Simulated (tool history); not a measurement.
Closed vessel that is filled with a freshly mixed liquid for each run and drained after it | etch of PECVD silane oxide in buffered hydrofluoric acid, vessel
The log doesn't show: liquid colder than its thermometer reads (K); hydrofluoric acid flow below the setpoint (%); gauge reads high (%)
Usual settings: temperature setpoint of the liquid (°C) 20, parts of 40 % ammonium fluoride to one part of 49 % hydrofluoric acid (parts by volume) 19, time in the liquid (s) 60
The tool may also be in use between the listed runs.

run,hour,temperature setpoint of the liquid (°C),parts of 40 % ammonium fluoride to one part of 49 % hydrofluoric acid (parts by volume),time in the liquid (s),wafers since the last listed run,hours since the thermometer was replaced,hours since the hydrofluoric acid flow meter was replaced,hours since the gauge calibration,"read-back film thickness of the PECVD silane oxide reference wafer, read on the same gauge (nm)",thickness taken off the PECVD silane oxide on a monitor wafer (angstrom)
1,0,20,19,60,0,687.1,956.5,177.4,119.99,516.8
# hour 21.4: gauge calibrated
2,46.7,20,19,35,3259,733.8,1003.2,25.3,120,295.9
3,58.8,20,19,60,844,745.9,1015.3,37.4,120.01,507.4
4,71.4,20,19,60,879,758.5,1027.9,50,119.98,507.6
5,80.6,20,19,60,642,767.7,1037.1,59.2,119.97,519.5
6,93.1,20,19,75,872,780.2,1049.6,71.7,120.01,635.9
7,101.4,20,19,75,579,788.5,1057.9,80,120.01,625.1
8,111.6,23.5,19,60,711,798.7,1068.1,90.2,120,618.1
9,120.9,20,19,80,649,808,1077.4,99.5,120,676.8
10,135.3,20,19,80,1005,822.4,1091.8,113.9,120.03,670.2
# hour 143.1: hydrofluoric acid flow meter replaced
11,151.3,20,19,80,1047,838.4,8.2,129.9,120.01,684.2
12,162.2,24,19,60,760,849.3,19.1,140.8,120,631
13,175.8,20,22,60,949,862.9,32.7,154.4,120,457.7
14,185.3,21.5,25,50,663,872.4,42.2,163.9,120,382.4
15,197.4,20,19,60,844,884.5,54.3,176,119.99,516.8
16,206.3,20,19,60,621,893.4,63.2,184.9,119.99,503.4
17,222.8,23,19,35,1151,909.9,79.7,201.4,120,351.3
# hour 226.8: thermometer replaced
18,234.4,20,19,60,739,7.6,91.3,213,120.01,513.8
# hour 246.8: gauge calibrated
19,251.7,20,25.5,60,1207,24.9,108.6,4.9,120.01,407.6
20,283.5,20,22.5,95,2219,56.7,140.4,36.7,120.01,708.6
21,291.6,21.5,19,60,565,64.8,148.5,44.8,120,553.1
22,304.3,22,19,60,886,77.5,161.2,57.5,120,570.1
23,312.5,17,19,60,572,85.7,169.4,65.7,119.99,428.5
24,319.5,20,19,45,488,92.7,176.4,72.7,120,379.7
25,325.9,23.5,22.5,60,446,99.1,182.8,79.1,119.99,551.2
26,332.1,18.5,25,40,432,105.3,189,85.3,119.99,259.8

Run 27 comes next. What will it give?
27,340.9,24.5,25,80,614,114.1,197.8,94.1,?,?

read-back film thickness of the PECVD silane oxide reference wafer, read on the same gauge (nm): 119.99
thickness taken off the PECVD silane oxide on a monitor wafer (angstrom): 713.9
Without the tool's hidden state the same run would have given thickness taken off the PECVD silane oxide on a monitor wafer (angstrom) 713.9.
